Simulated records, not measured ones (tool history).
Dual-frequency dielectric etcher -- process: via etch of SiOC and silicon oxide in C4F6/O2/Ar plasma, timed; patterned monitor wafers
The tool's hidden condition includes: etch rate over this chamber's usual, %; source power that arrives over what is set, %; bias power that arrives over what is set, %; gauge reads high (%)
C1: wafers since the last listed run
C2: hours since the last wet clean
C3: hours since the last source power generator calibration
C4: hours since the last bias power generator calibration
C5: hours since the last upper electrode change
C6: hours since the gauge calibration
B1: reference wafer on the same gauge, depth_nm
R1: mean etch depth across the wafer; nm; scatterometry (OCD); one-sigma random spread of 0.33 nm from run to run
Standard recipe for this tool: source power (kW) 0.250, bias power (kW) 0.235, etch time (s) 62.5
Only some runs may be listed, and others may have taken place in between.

{"run": 1, "hour": 0.0, "source power (kW)": 0.25, "bias power (kW)": 0.213, "etch time (s)": 62.5, "C1": 0, "C2": 481.9, "C3": 1779.2, "C4": 432.4, "C5": 396.5, "C6": 489.6, "B1": 65.7, "R1": 60.2}
{"hour": 28.7, "done": "wet clean of the chamber"}
{"run": 2, "hour": 70.6, "source power (kW)": 0.25, "bias power (kW)": 0.213, "etch time (s)": 62.5, "C1": 575, "C2": 41.9, "C3": 1849.8, "C4": 503.0, "C5": 467.1, "C6": 560.2, "B1": 65.7, "R1": 59.6}
{"run": 3, "hour": 111.1, "source power (kW)": 0.28, "bias power (kW)": 0.235, "etch time (s)": 62.5, "C1": 500, "C2": 82.4, "C3": 1890.3, "C4": 543.5, "C5": 507.6, "C6": 600.7, "B1": 65.6, "R1": 65.0}
{"run": 4, "hour": 148.9, "source power (kW)": 0.25, "bias power (kW)": 0.235, "etch time (s)": 62.5, "C1": 466, "C2": 120.2, "C3": 1928.1, "C4": 581.3, "C5": 545.4, "C6": 638.5, "B1": 65.8, "R1": 61.7}
{"run": 5, "hour": 205.6, "source power (kW)": 0.25, "bias power (kW)": 0.235, "etch time (s)": 62.5, "C1": 700, "C2": 176.9, "C3": 1984.8, "C4": 638.0, "C5": 602.1, "C6": 695.2, "B1": 65.6, "R1": 61.6}
{"run": 6, "hour": 265.5, "source power (kW)": 0.25, "bias power (kW)": 0.235, "etch time (s)": 62.5, "C1": 739, "C2": 236.8, "C3": 2044.7, "C4": 697.9, "C5": 662.0, "C6": 755.1, "B1": 65.7, "R1": 62.0}
{"run": 7, "hour": 353.0, "source power (kW)": 0.25, "bias power (kW)": 0.235, "etch time (s)": 62.5, "C1": 1080, "C2": 324.3, "C3": 2132.2, "C4": 785.4, "C5": 749.5, "C6": 842.6, "B1": 65.6, "R1": 61.9}
{"run": 8, "hour": 402.5, "source power (kW)": 0.25, "bias power (kW)": 0.235, "etch time (s)": 51.0, "C1": 611, "C2": 373.8, "C3": 2181.7, "C4": 834.9, "C5": 799.0, "C6": 892.1, "B1": 65.5, "R1": 50.8}
{"run": 9, "hour": 496.0, "source power (kW)": 0.25, "bias power (kW)": 0.235, "etch time (s)": 51.0, "C1": 1155, "C2": 467.3, "C3": 2275.2, "C4": 928.4, "C5": 892.5, "C6": 985.6, "B1": 65.5, "R1": 50.5}
{"run": 10, "hour": 571.7, "source power (kW)": 0.25, "bias power (kW)": 0.235, "etch time (s)": 62.5, "C1": 935, "C2": 543.0, "C3": 2350.9, "C4": 1004.1, "C5": 968.2, "C6": 1061.3, "B1": 65.7, "R1": 61.7}
{"hour": 622.3, "done": "wet clean of the chamber"}
{"run": 11, "hour": 622.8, "source power (kW)": 0.25, "bias power (kW)": 0.235, "etch time (s)": 62.5, "C1": 334, "C2": 0.5, "C3": 2402.0, "C4": 1055.2, "C5": 1019.3, "C6": 1112.4, "B1": 65.6, "R1": 61.6}
{"run": 12, "hour": 818.4, "source power (kW)": 0.29, "bias power (kW)": 0.235, "etch time (s)": 62.5, "C1": 2416, "C2": 196.1, "C3": 2597.6, "C4": 1250.8, "C5": 1214.9, "C6": 1308.0, "B1": 65.7, "R1": 65.6}
{"run": 13, "hour": 870.8, "source power (kW)": 0.25, "bias power (kW)": 0.189, "etch time (s)": 77.5, "C1": 647, "C2": 248.5, "C3": 2650.0, "C4": 1303.2, "C5": 1267.3, "C6": 1360.4, "B1": 65.6, "R1": 71.8}
{"run": 14, "hour": 926.0, "source power (kW)": 0.22, "bias power (kW)": 0.258, "etch time (s)": 49.5, "C1": 681, "C2": 303.7, "C3": 2705.2, "C4": 1358.4, "C5": 1322.5, "C6": 1415.6, "B1": 65.6, "R1": 46.7}
{"run": 15, "hour": 987.9, "source power (kW)": 0.29, "bias power (kW)": 0.265, "etch time (s)": 68.5, "C1": 764, "C2": 365.6, "C3": 2767.1, "C4": 1420.3, "C5": 1384.4, "C6": 1477.5, "B1": 65.6, "R1": 73.9}
{"hour": 1246.1, "done": "wet clean of the chamber"}
{"run": 16, "hour": 1246.6, "source power (kW)": 0.25, "bias power (kW)": 0.2, "etch time (s)": 50.5, "C1": 2899, "C2": 0.5, "C3": 3025.8, "C4": 1679.0, "C5": 1643.1, "C6": 1736.2, "B1": 65.7, "R1": 47.2}
{"run": 17, "hour": 1299.5, "source power (kW)": 0.29, "bias power (kW)": 0.21, "etch time (s)": 45.5, "C1": 653, "C2": 53.4, "C3": 3078.7, "C4": 1731.9, "C5": 1696.0, "C6": 1789.1, "B1": 65.6, "R1": 45.7}
{"run": 18, "hour": 1356.2, "source power (kW)": 0.19, "bias power (kW)": 0.202, "etch time (s)": 52.5, "C1": 700, "C2": 110.1, "C3": 3135.4, "C4": 1788.6, "C5": 1752.7, "C6": 1845.8, "B1": 65.6, "R1": 42.9}
{"run": 19, "hour": 1400.7, "source power (kW)": 0.25, "bias power (kW)": 0.271, "etch time (s)": 78.0, "C1": 549, "C2": 154.6, "C3": 3179.9, "C4": 1833.1, "C5": 1797.2, "C6": 1890.3, "B1": 65.6, "R1": 78.4}
{"run": 20, "hour": 1440.2, "source power (kW)": 0.25, "bias power (kW)": 0.253, "etch time (s)": 62.5, "C1": 487, "C2": 194.1, "C3": 3219.4, "C4": 1872.6, "C5": 1836.7, "C6": 1929.8, "B1": 65.6, "R1": 62.2}
{"hour": 1585.5, "done": "bias power generator calibrated"}
{"hour": 1610.1, "done": "source power generator calibrated"}
{"hour": 1640.6, "done": "gauge calibrated"}
{"run": 21, "hour": 1756.6, "source power (kW)": 0.2, "bias power (kW)": 0.235, "etch time (s)": 78.5, "C1": 3809, "C2": 510.5, "C3": 146.5, "C4": 171.1, "C5": 2153.1, "C6": 116.0, "B1": 65.7, "R1": 70.3}
{"hour": 1813.7, "done": "upper electrode replaced"}
{"hour": 1844.0, "done": "wet clean of the chamber"}
{"run": 22, "hour": 1844.5, "source power (kW)": 0.25, "bias power (kW)": 0.235, "etch time (s)": 44.5, "C1": 492, "C2": 0.5, "C3": 234.4, "C4": 259.0, "C5": 30.8, "C6": 203.9, "B1": 65.6, "R1": 44.4}
{"run": 23, "hour": 1915.8, "source power (kW)": 0.25, "bias power (kW)": 0.235, "etch time (s)": 62.5, "C1": 880, "C2": 71.8, "C3": 305.7, "C4": 330.3, "C5": 102.1, "C6": 275.2, "B1": 65.6, "R1": 62.2}
{"run": 24, "hour": 1976.4, "source power (kW)": 0.25, "bias power (kW)": 0.235, "etch time (s)": 62.5, "C1": 748, "C2": 132.4, "C3": 366.3, "C4": 390.9, "C5": 162.7, "C6": 335.8, "B1": 65.5, "R1": 62.7}
{"run": 25, "hour": 2026.6, "source power (kW)": 0.22, "bias power (kW)": 0.281, "etch time (s)": 50.0, "C1": 620, "C2": 182.6, "C3": 416.5, "C4": 441.1, "C5": 212.9, "C6": 386.0, "B1": 65.6, "R1": 49.2}
{"run": 26, "hour": 2085.5, "source power (kW)": 0.22, "bias power (kW)": 0.235, "etch time (s)": 62.5, "C1": 727, "C2": 241.5, "C3": 475.4, "C4": 500.0, "C5": 271.8, "C6": 444.9, "B1": 65.6, "R1": 58.7}
{"run": 27, "hour": 2340.7, "source power (kW)": 0.25, "bias power (kW)": 0.235, "etch time (s)": 62.5, "C1": 3152, "C2": 496.7, "C3": 730.6, "C4": 755.2, "C5": 527.0, "C6": 700.1, "B1": 65.6, "R1": 61.9}
{"run": 28, "hour": 2388.3, "source power (kW)": 0.28, "bias power (kW)": 0.216, "etch time (s)": 79.5, "C1": 588, "C2": 544.3, "C3": 778.2, "C4": 802.8, "C5": 574.6, "C6": 747.7, "B1": 65.5, "R1": 81.3}
{"hour": 2429.9, "done": "wet clean of the chamber"}
{"run": 29, "hour": 2439.5, "source power (kW)": 0.19, "bias power (kW)": 0.252, "etch time (s)": 80.5, "C1": 336, "C2": 9.6, "C3": 829.4, "C4": 854.0, "C5": 625.8, "C6": 798.9, "B1": 65.6, "R1": 71.4}

Branching from run 29: 4 alternative next runs. What would each branch give?
{"run": "A", "hour": 2439.9, "source power (kW)": 0.25, "bias power (kW)": 0.235, "etch time (s)": 62.5, "C1": 4, "C2": 10.0, "C3": 829.8, "C4": 854.4, "C5": 626.2, "C6": 799.3, "B1": "?", "R1": "?"}
{"run": "B", "hour": 2439.9, "source power (kW)": 0.22, "bias power (kW)": 0.235, "etch time (s)": 75.0, "C1": 4, "C2": 10.0, "C3": 829.8, "C4": 854.4, "C5": 626.2, "C6": 799.3, "B1": "?", "R1": "?"}
{"run": "C", "hour": 2439.9, "source power (kW)": 0.28, "bias power (kW)": 0.235, "etch time (s)": 54.5, "C1": 4, "C2": 10.0, "C3": 829.8, "C4": 854.4, "C5": 626.2, "C6": 799.3, "B1": "?", "R1": "?"}
{"run": "D", "hour": 2439.9, "source power (kW)": 0.3, "bias power (kW)": 0.181, "etch time (s)": 50.5, "C1": 4, "C2": 10.0, "C3": 829.8, "C4": 854.4, "C5": 626.2, "C6": 799.3, "B1": "?", "R1": "?"}

run=A B1=65.6 R1=62.1
run=B B1=65.6 R1=70.0
run=C B1=65.6 R1=57.1
run=D B1=65.6 R1=50.9
Without the tool's hidden state the same runs would have given:
run=A R1=62.1
run=B R1=70.0
run=C R1=57.2
run=D R1=50.9
